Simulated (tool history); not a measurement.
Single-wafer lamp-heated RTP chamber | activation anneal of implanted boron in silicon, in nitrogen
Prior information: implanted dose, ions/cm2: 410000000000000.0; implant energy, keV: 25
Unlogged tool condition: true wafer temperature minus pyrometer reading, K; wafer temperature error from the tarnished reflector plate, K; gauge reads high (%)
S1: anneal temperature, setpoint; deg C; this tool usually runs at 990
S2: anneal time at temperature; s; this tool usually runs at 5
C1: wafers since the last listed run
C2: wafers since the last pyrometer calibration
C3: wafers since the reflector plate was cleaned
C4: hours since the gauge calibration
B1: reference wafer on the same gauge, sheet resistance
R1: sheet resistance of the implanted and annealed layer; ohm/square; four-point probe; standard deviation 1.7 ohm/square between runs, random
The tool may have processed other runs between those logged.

run	hour	S1	S2	C1	C2	C3	C4	B1	R1
1	0.0	990	5	0	2088	8436	473.2	274.68	277.67
# hour 24.9: pyrometer window cleaned and pyrometer calibrated
2	31.4	990	5	394	109	8831	504.6	274.25	280.99
3	48.9	1012	7	295	405	9126	522.1	275.01	266.77
4	73.9	1012	7	421	826	9548	547.1	275.22	268.23
5	88.3	1012	7	242	1069	9791	561.5	275.63	269.24
6	100.8	990	5	210	1280	10002	574.0	275.00	278.13
7	114.1	990	5	224	1505	10226	587.3	275.06	281.45
8	128.0	990	5	234	1739	10461	601.2	275.08	281.49
9	156.4	990	3	479	2219	10940	629.6	275.05	282.45
10	173.7	990	3	291	2511	11232	646.9	275.12	282.90
# hour 182.6: pyrometer window cleaned and pyrometer calibrated
11	206.9	990	4	425	410	11657	680.1	275.03	281.00
12	228.9	990	4	371	781	12029	702.1	275.15	277.94
# hour 275.4: gauge calibrated
# hour 332.3: pyrometer window cleaned and pyrometer calibrated
13	332.8	1001	5	1618	9	13647	57.4	274.94	271.20
# hour 353.1: reflector plate cleaned
14	353.6	1001	5	215	225	7	78.2	275.29	276.89
15	372.5	1019	3	318	543	326	97.1	275.12	272.67
16	393.7	990	3	357	901	684	118.3	275.30	285.32
17	425.5	990	5	536	1438	1221	150.1	274.51	286.97
18	437.6	970	3	204	1642	1425	162.2	275.25	310.96
19	463.9	990	5	443	2086	1869	188.5	274.94	283.85
# hour 473.2: pyrometer window cleaned and pyrometer calibrated
20	490.9	999	3	320	299	2189	215.5	275.13	280.61
21	586.1	974	7	1606	1905	3796	310.7	274.58	301.23
22	599.9	990	8	232	2138	4029	324.5	275.44	277.98
# hour 627.2: pyrometer window cleaned and pyrometer calibrated
23	633.1	990	5	425	99	4454	357.7	275.20	281.41
24	645.5	1020	3	209	308	4663	370.1	275.12	269.55
25	738.3	990	5	1565	1874	6229	462.9	274.58	284.32
26	757.3	1009	3	320	2194	6550	481.9	275.33	269.61
# hour 783.2: pyrometer window cleaned and pyrometer calibrated
27	783.7	1008	7	310	8	6860	508.3	275.15	269.08
28	813.0	1019	6	494	502	7355	537.6	274.98	268.89

Predict each of these 4 candidate next runs independently; none follows another, all start after run 28:
A	813.4	990	5	6	509	7361	538.0	?	?
B	813.4	963	6	6	509	7361	538.0	?	?
C	813.4	990	7	6	509	7361	538.0	?	?
D	813.4	975	5	6	509	7361	538.0	?	?

run	B1	R1
A	274.60	280.71
B	274.60	318.89
C	274.60	278.92
D	274.60	297.91
Had the tool no hidden state, the same runs would have come out as:
run	R1
A	284.05
B	327.39
C	282.15
D	303.68
